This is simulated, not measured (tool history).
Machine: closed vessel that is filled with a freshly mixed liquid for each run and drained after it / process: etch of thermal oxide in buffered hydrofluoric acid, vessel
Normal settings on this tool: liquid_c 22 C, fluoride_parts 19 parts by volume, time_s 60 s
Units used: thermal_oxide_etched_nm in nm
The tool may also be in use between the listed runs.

| run | hour | liquid_c | fluoride_parts | time_s | read-back film thickness of the thermal oxide reference wafer, read on the same gauge (nm) | thermal_oxide_etched_nm |
|---|---|---|---|---|---|---|
| 1 | 0 | 22 | 19 | 60 | 150.04 | 35.36 |
| 2 | 46.6 | 22 | 19 | 60 | 150.02 | 35.21 |
| 3 | 99.2 | 22 | 19 | 60 | 149.99 | 35.73 |
| 4 | 161.8 | 22 | 19 | 60 | 150 | 35.04 |
| 5 | 214.3 | 22 | 19 | 60 | 149.99 | 35.34 |
|  | 288.3 | gauge calibrated |
| 6 | 344.3 | 22 | 19 | 60 | 150.04 | 36.01 |
| 7 | 370.7 | 22 | 19 | 60 | 149.99 | 35.74 |
| 8 | 401.2 | 22 | 19 | 60 | 149.95 | 35.63 |
| 9 | 439.4 | 25.5 | 23 | 60 | 150.04 | 37.11 |
| 10 | 480.3 | 25.5 | 23 | 60 | 150.03 | 37.03 |
|  | 618.2 | thermometer replaced |
| 11 | 658.9 | 23 | 19 | 60 | 150.06 | 39.54 |
| 12 | 721.7 | 22 | 19 | 60 | 150 | 37.04 |
| 13 | 785.2 | 22 | 19 | 80 | 150.03 | 49.62 |
|  | 842.6 | hydrofluoric acid flow meter replaced |
|  | 966.8 | thermometer replaced, repeated, since the last time left the tool worse |
| 14 | 986.5 | 22 | 19 | 80 | 149.96 | 45.55 |
| 15 | 1034.6 | 22 | 19 | 60 | 150.02 | 33.99 |
| 16 | 1090.7 | 22 | 19 | 30 | 149.96 | 17.17 |
| 17 | 1181.5 | 22 | 23.5 | 60 | 149.96 | 29.9 |
| 18 | 1213.8 | 24 | 11.5 | 50 | 149.99 | 52.86 |
|  | 1238.4 | gauge calibrated |
| 19 | 1253.3 | 20 | 19 | 85 | 149.99 | 44.44 |
| 20 | 1315.7 | 17 | 13.5 | 40 | 150.03 | 24.47 |
| 21 | 1363.6 | 22 | 19 | 60 | 150.06 | 34.64 |
| 22 | 1429.2 | 22 | 19 | 60 | 150.02 | 35.24 |
| 23 | 1484.9 | 18 | 11.5 | 75 | 150 | 55.96 |
| 24 | 1536.6 | 22 | 19 | 60 | 149.99 | 35.38 |
| 25 | 1577.9 | 22 | 17 | 60 | 149.99 | 39.45 |
| 26 | 1636.3 | 17.5 | 21.5 | 85 | 150.01 | 35.35 |
| 27 | 1702.8 | 17.5 | 16.5 | 75 | 150.02 | 39.62 |
| 28 | 1754.3 | 22 | 19 | 90 | 150.01 | 53.69 |
|  | 1880.7 | thermometer replaced |
| 29 | 1956.6 | 22 | 19 | 70 | 150 | 40.26 |

Each row is a separate what-if for the run after 29, all from the same tool condition, not one after another. Results?
| A | 1957.3 | 22 | 19 | 60 | ? | ? |
| B | 1957.3 | 26.5 | 22.5 | 90 | ? | ? |
| C | 1957.3 | 20.5 | 19 | 60 | ? | ? |
| D | 1957.3 | 22 | 12 | 80 | ? | ? |

| run | read-back film thickness of the thermal oxide reference wafer, read on the same gauge (nm) | thermal_oxide_etched_nm |
|---|---|---|
| A | 150.04 | 34.25 |
| B | 150.04 | 57.59 |
| C | 150.04 | 31.51 |
| D | 150.04 | 71.74 |
With the hidden condition removed and each run's random variation left untouched, the same runs would have given:
| run | thermal_oxide_etched_nm |
|---|---|
| A | 33.97 |
| B | 57.13 |
| C | 31.24 |
| D | 71.15 |
